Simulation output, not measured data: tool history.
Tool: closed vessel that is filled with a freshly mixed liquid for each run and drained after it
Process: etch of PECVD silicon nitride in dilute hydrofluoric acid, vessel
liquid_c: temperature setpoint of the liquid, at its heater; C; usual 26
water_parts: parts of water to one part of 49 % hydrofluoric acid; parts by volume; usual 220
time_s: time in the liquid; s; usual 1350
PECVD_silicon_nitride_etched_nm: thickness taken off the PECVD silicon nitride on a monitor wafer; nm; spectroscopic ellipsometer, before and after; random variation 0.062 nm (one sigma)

run	hour	liquid_c	water_parts	time_s	wafers since the last listed run	hours since the thermometer was replaced	hours since the hydrofluoric acid flow meter was replaced	hours since the gauge calibration	read-back film thickness of the PECVD silicon nitride reference wafer, read on the same gauge (nm)	PECVD_silicon_nitride_etched_nm
1	0	26	220	1350	0	866.8	853.2	1819	30	19.13
2	54.3	26	220	1550	2959	921.1	907.5	1873.3	30.02	21.91
3	90.6	26	220	1030	1978	957.4	943.8	1909.6	30.04	14.5
4	132.9	26	220	1030	2305	999.7	986.1	1951.9	30	14.57
5	176.7	26	220	1030	2387	1043.5	1029.9	1995.7	30.05	14.57
6	201.6	26	220	1350	1357	1068.4	1054.8	2020.6	29.94	19.07
# hour 227.4: hydrofluoric acid flow meter replaced
7	240.1	26	220	1350	2043	1106.9	12.7	2059.1	30	18.86
8	299	26	220	905	3209	1165.8	71.6	2118	29.95	12.59
9	355.4	31	155	1350	3073	1222.2	128	2174.4	30.03	36.62
10	419.2	26	220	1350	3476	1286	191.8	2238.2	30.02	18.88
11	490.3	26	220	2000	3874	1357.1	262.9	2309.3	30.02	28.07
12	553.9	24.5	190	645	3466	1420.7	326.5	2372.9	30.03	9.57
13	596.4	26	220	1350	2316	1463.2	369	2415.4	30.03	18.8
14	656.8	26	220	1350	3291	1523.6	429.4	2475.8	30.04	18.98
15	708.8	26	220	1790	2833	1575.6	481.4	2527.8	29.94	25.22
16	771.8	29	270	1350	3433	1638.6	544.4	2590.8	30.01	18.46
# hour 778.6: gauge calibrated
# hour 793.8: thermometer replaced
17	829.7	30.5	145	2155	3100	35.9	602.3	51.1	30.04	60.44
18	868.2	26	220	955	2098	74.4	640.8	89.6	29.97	13.52
19	913.8	30	220	700	2485	120	686.4	135.2	30	12.6
20	984.1	30.5	220	1350	3831	190.3	756.7	205.5	29.98	24.97
21	1013.7	26	220	1350	1613	219.9	786.3	235.1	29.99	19.14
22	1060.6	24	325	2075	2555	266.8	833.2	282	30.02	17.61
23	1108.2	21	140	1040	2594	314.4	880.8	329.6	29.97	16.64
24	1146.2	21.5	220	1350	2070	352.4	918.8	367.6	30	14.39
25	1199.7	22.5	315	1635	2915	405.9	972.3	421.1	29.99	13.1
26	1262.2	29.5	170	1000	3406	468.4	1034.8	483.6	29.97	22.94
27	1337.4	26	220	1350	4098	543.6	1110	558.8	30.03	19.18
28	1391.4	22	310	1575	2942	597.6	1164	612.8	30.04	12.47
29	1436.8	26	220	1350	2474	643	1209.4	658.2	29.98	19.25
# hour 1441.7: hydrofluoric acid flow meter replaced
30	1496.3	21.5	265	1030	3188	702.5	54.6	717.7	30.01	9.03
31	1561.2	21	125	950	3536	767.4	119.5	782.6	29.99	16.82

Hidden state at the last listed run before each entry between runs and at the first one after, where it differs:
Between runs 6 and 7: hydrofluoric acid flow meter replaced (hour 227.4)
  hydrofluoric acid flow above the setpoint (%): 1.99 -> 0.107
  measured less the result without the state, PECVD_silicon_nitride_etched_nm: +0.37 -> +0.02 nm
Between runs 16 and 17: gauge calibrated (hour 778.6); thermometer replaced (hour 793.8)
  hydrofluoric acid flow above the setpoint (%): 1.05 -> 1.15
  measured less the result without the state, PECVD_silicon_nitride_etched_nm: +0.2 -> +0.69 nm
Between runs 29 and 30: hydrofluoric acid flow meter replaced (hour 1441.7)
  hydrofluoric acid flow above the setpoint (%): 2.22 -> 0.254
  measured less the result without the state, PECVD_silicon_nitride_etched_nm: +0.42 -> +0.02 nm

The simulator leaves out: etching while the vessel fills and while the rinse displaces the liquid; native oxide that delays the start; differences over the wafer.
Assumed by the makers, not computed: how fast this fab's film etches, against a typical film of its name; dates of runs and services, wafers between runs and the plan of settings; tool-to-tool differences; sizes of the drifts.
